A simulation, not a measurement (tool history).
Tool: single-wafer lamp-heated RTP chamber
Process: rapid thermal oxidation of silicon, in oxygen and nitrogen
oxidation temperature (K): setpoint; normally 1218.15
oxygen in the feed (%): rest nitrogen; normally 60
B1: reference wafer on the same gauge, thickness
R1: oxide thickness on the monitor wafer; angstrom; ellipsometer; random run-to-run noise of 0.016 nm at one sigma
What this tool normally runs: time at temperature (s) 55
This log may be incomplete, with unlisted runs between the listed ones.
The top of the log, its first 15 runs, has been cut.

-- hour=812 pyrometer window cleaned and pyrometer calibrated
run 16 hour=843.7 | oxidation_temperature_(K)=1218.15 time_at_temperature_(s)=55 oxygen_in_the_feed_(%)=60 | B1=3.873 | R1=37.01
run 17 hour=890.5 | oxidation_temperature_(K)=1235.15 time_at_temperature_(s)=73 oxygen_in_the_feed_(%)=60 | B1=3.867 | R1=46.16
run 18 hour=936.5 | oxidation_temperature_(K)=1232.15 time_at_temperature_(s)=74 oxygen_in_the_feed_(%)=39 | B1=3.874 | R1=40.72
run 19 hour=998.4 | oxidation_temperature_(K)=1218.15 time_at_temperature_(s)=82 oxygen_in_the_feed_(%)=60 | B1=3.865 | R1=44.18
run 20 hour=1037.3 | oxidation_temperature_(K)=1218.15 time_at_temperature_(s)=55 oxygen_in_the_feed_(%)=51 | B1=3.874 | R1=36.57
run 21 hour=1100.1 | oxidation_temperature_(K)=1241.15 time_at_temperature_(s)=55 oxygen_in_the_feed_(%)=50 | B1=3.865 | R1=41.87
run 22 hour=1139.7 | oxidation_temperature_(K)=1218.15 time_at_temperature_(s)=55 oxygen_in_the_feed_(%)=60 | B1=3.867 | R1=38.69
run 23 hour=1169.7 | oxidation_temperature_(K)=1237.15 time_at_temperature_(s)=80 oxygen_in_the_feed_(%)=79 | B1=3.876 | R1=55.32
run 24 hour=1223.4 | oxidation_temperature_(K)=1218.15 time_at_temperature_(s)=55 oxygen_in_the_feed_(%)=60 | B1=3.868 | R1=38.53
run 25 hour=1265.8 | oxidation_temperature_(K)=1218.15 time_at_temperature_(s)=55 oxygen_in_the_feed_(%)=73 | B1=3.876 | R1=40.7
run 26 hour=1305.8 | oxidation_temperature_(K)=1218.15 time_at_temperature_(s)=41 oxygen_in_the_feed_(%)=60 | B1=3.861 | R1=34.83
run 27 hour=1369.5 | oxidation_temperature_(K)=1218.15 time_at_temperature_(s)=55 oxygen_in_the_feed_(%)=60 | B1=3.866 | R1=38.68
run 28 hour=1406.5 | oxidation_temperature_(K)=1240.15 time_at_temperature_(s)=70 oxygen_in_the_feed_(%)=60 | B1=3.868 | R1=49.05
-- hour=1445 pyrometer window cleaned and pyrometer calibrated
run 29 hour=1445.5 | oxidation_temperature_(K)=1218.15 time_at_temperature_(s)=55 oxygen_in_the_feed_(%)=50 | B1=3.872 | R1=35.2
run 30 hour=1500.8 | oxidation_temperature_(K)=1197.15 time_at_temperature_(s)=41 oxygen_in_the_feed_(%)=72 | B1=3.867 | R1=31.49
run 31 hour=1559 | oxidation_temperature_(K)=1218.15 time_at_temperature_(s)=55 oxygen_in_the_feed_(%)=35 | B1=3.872 | R1=33.26
run 32 hour=1585.7 | oxidation_temperature_(K)=1218.15 time_at_temperature_(s)=55 oxygen_in_the_feed_(%)=60 | B1=3.871 | R1=37.8
run 33 hour=1639.7 | oxidation_temperature_(K)=1232.15 time_at_temperature_(s)=55 oxygen_in_the_feed_(%)=60 | B1=3.875 | R1=41.5
run 34 hour=1702.5 | oxidation_temperature_(K)=1239.15 time_at_temperature_(s)=55 oxygen_in_the_feed_(%)=60 | B1=3.866 | R1=43.76
run 35 hour=1734.1 | oxidation_temperature_(K)=1240.15 time_at_temperature_(s)=55 oxygen_in_the_feed_(%)=60 | B1=3.869 | R1=44.18
run 36 hour=1793.5 | oxidation_temperature_(K)=1238.15 time_at_temperature_(s)=55 oxygen_in_the_feed_(%)=88 | B1=3.867 | R1=49.3
run 37 hour=1828.6 | oxidation_temperature_(K)=1218.15 time_at_temperature_(s)=68 oxygen_in_the_feed_(%)=60 | B1=3.875 | R1=42.05
run 38 hour=1888 | oxidation_temperature_(K)=1199.15 time_at_temperature_(s)=36 oxygen_in_the_feed_(%)=74 | B1=3.87 | R1=31.77
run 39 hour=1946.5 | oxidation_temperature_(K)=1198.15 time_at_temperature_(s)=55 oxygen_in_the_feed_(%)=45 | B1=3.87 | R1=32.5

Each row is a separate what-if for the run after 39, all from the same tool condition, not one after another. Results?
run A hour=1947 | oxidation_temperature_(K)=1218.15 time_at_temperature_(s)=55 oxygen_in_the_feed_(%)=60 | B1=? | R1=?
run B hour=1947 | oxidation_temperature_(K)=1218.15 time_at_temperature_(s)=28 oxygen_in_the_feed_(%)=47 | B1=? | R1=?
run C hour=1947 | oxidation_temperature_(K)=1210.15 time_at_temperature_(s)=55 oxygen_in_the_feed_(%)=77 | B1=? | R1=?

run=A B1=3.867 R1=38.72
run=B B1=3.867 R1=29.67
run=C B1=3.867 R1=39.42
Stripped of hidden state, with their random variation kept, the same runs would have yielded:
run=A R1=36.43
run=B R1=28.51
run=C R1=37.01
